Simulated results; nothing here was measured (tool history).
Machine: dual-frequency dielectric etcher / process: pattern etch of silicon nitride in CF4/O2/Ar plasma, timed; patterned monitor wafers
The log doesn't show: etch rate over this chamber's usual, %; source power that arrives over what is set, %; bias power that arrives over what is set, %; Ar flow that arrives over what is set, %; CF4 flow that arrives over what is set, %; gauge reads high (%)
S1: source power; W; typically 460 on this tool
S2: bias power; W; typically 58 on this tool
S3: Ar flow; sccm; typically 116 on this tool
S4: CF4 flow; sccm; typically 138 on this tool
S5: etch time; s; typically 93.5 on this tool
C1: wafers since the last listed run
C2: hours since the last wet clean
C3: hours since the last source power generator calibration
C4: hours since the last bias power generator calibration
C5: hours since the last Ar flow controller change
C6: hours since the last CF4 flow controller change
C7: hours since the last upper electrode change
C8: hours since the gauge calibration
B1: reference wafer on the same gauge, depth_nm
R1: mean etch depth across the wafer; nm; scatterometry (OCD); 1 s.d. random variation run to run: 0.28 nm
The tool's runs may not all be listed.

| run | hour | S1 | S2 | S3 | S4 | S5 | C1 | C2 | C3 | C4 | C5 | C6 | C7 | C8 | B1 | R1 |
|---|---|---|---|---|---|---|---|---|---|---|---|---|---|---|---|---|
| 1 | 0.0 | 460 | 58 | 116 | 163 | 93.5 | 0 | 348.4 | 1.3 | 128.8 | 131.8 | 3686.2 | 93.1 | 486.0 | 158.0 | 159.4 |
| 2 | 16.4 | 460 | 49 | 116 | 138 | 93.5 | 150 | 364.8 | 17.7 | 145.2 | 148.2 | 3702.6 | 109.5 | 502.4 | 158.0 | 151.7 |
| 3 | 28.9 | 460 | 58 | 116 | 138 | 93.5 | 114 | 377.3 | 30.2 | 157.7 | 160.7 | 3715.1 | 122.0 | 514.9 | 158.0 | 157.3 |
|  | 47.0 | CF4 flow controller replaced |
| 4 | 47.5 | 550 | 50 | 128 | 138 | 106.5 | 115 | 395.9 | 48.8 | 176.3 | 179.3 | 0.5 | 140.6 | 533.5 | 158.0 | 206.5 |
| 5 | 56.7 | 460 | 58 | 116 | 138 | 93.5 | 84 | 405.1 | 58.0 | 185.5 | 188.5 | 9.7 | 149.8 | 542.7 | 158.0 | 156.7 |
| 6 | 71.5 | 460 | 58 | 116 | 138 | 81.0 | 135 | 419.9 | 72.8 | 200.3 | 203.3 | 24.5 | 164.6 | 557.5 | 158.0 | 135.9 |
|  | 117.3 | wet clean of the chamber |
| 7 | 117.8 | 460 | 63 | 116 | 110 | 83.0 | 204 | 0.5 | 119.1 | 246.6 | 249.6 | 70.8 | 210.9 | 603.8 | 158.0 | 140.2 |
| 8 | 118.1 | 460 | 58 | 129 | 123 | 93.5 | 2 | 0.8 | 119.4 | 246.9 | 249.9 | 71.1 | 211.2 | 604.1 | 158.0 | 155.0 |
| 9 | 121.6 | 560 | 58 | 137 | 138 | 93.5 | 32 | 4.3 | 122.9 | 250.4 | 253.4 | 74.6 | 214.7 | 607.6 | 158.0 | 189.8 |
|  | 128.8 | gauge calibrated |
| 10 | 138.9 | 460 | 58 | 143 | 107 | 85.0 | 158 | 21.6 | 140.2 | 267.7 | 270.7 | 91.9 | 232.0 | 10.1 | 158.0 | 137.4 |
| 11 | 150.5 | 560 | 58 | 137 | 138 | 93.5 | 106 | 33.2 | 151.8 | 279.3 | 282.3 | 103.5 | 243.6 | 21.7 | 158.0 | 189.9 |
| 12 | 159.4 | 460 | 58 | 116 | 138 | 93.5 | 81 | 42.1 | 160.7 | 288.2 | 291.2 | 112.4 | 252.5 | 30.6 | 158.0 | 156.9 |
| 13 | 174.1 | 460 | 63 | 101 | 138 | 93.5 | 134 | 56.8 | 175.4 | 302.9 | 305.9 | 127.1 | 267.2 | 45.3 | 158.0 | 162.4 |
| 14 | 213.0 | 560 | 58 | 116 | 138 | 116.0 | 356 | 95.7 | 214.3 | 341.8 | 344.8 | 166.0 | 306.1 | 84.2 | 158.1 | 237.8 |
| 15 | 219.2 | 540 | 69 | 116 | 138 | 93.5 | 56 | 101.9 | 220.5 | 348.0 | 351.0 | 172.2 | 312.3 | 90.4 | 158.0 | 192.7 |
| 16 | 228.4 | 460 | 58 | 116 | 163 | 93.5 | 84 | 111.1 | 229.7 | 357.2 | 360.2 | 181.4 | 321.5 | 99.6 | 158.0 | 158.4 |
| 17 | 243.4 | 460 | 58 | 116 | 138 | 93.5 | 137 | 126.1 | 244.7 | 372.2 | 375.2 | 196.4 | 336.5 | 114.6 | 158.0 | 156.7 |
| 18 | 260.2 | 580 | 58 | 116 | 138 | 68.5 | 153 | 142.9 | 261.5 | 389.0 | 392.0 | 213.2 | 353.3 | 131.4 | 158.0 | 145.7 |
| 19 | 273.6 | 460 | 58 | 109 | 152 | 106.5 | 122 | 156.3 | 274.9 | 402.4 | 405.4 | 226.6 | 366.7 | 144.8 | 158.0 | 180.5 |
| 20 | 286.0 | 460 | 58 | 116 | 138 | 93.5 | 113 | 168.7 | 287.3 | 414.8 | 417.8 | 239.0 | 379.1 | 157.2 | 158.0 | 156.7 |
| 21 | 298.7 | 460 | 62 | 116 | 138 | 93.5 | 116 | 181.4 | 300.0 | 427.5 | 430.5 | 251.7 | 391.8 | 169.9 | 158.0 | 159.1 |
| 22 | 309.5 | 360 | 52 | 95 | 138 | 102.0 | 98 | 192.2 | 310.8 | 438.3 | 441.3 | 262.5 | 402.6 | 180.7 | 158.0 | 130.3 |

Here are 3 independent what-if runs from the current tool condition. What would each one return?
| A | 309.9 | 460 | 58 | 116 | 138 | 93.5 | 3 | 192.6 | 311.2 | 438.7 | 441.7 | 262.9 | 403.0 | 181.1 | ? | ? |
| B | 309.9 | 570 | 47 | 116 | 150 | 119.0 | 3 | 192.6 | 311.2 | 438.7 | 441.7 | 262.9 | 403.0 | 181.1 | ? | ? |
| C | 309.9 | 520 | 69 | 116 | 158 | 65.5 | 3 | 192.6 | 311.2 | 438.7 | 441.7 | 262.9 | 403.0 | 181.1 | ? | ? |

| run | B1 | R1 |
|---|---|---|
| A | 158.0 | 155.8 |
| B | 158.0 | 238.5 |
| C | 158.0 | 130.3 |
With no hidden state in the tool, these same runs would have given:
| run | R1 |
|---|---|
| A | 156.8 |
| B | 240.0 |
| C | 131.1 |
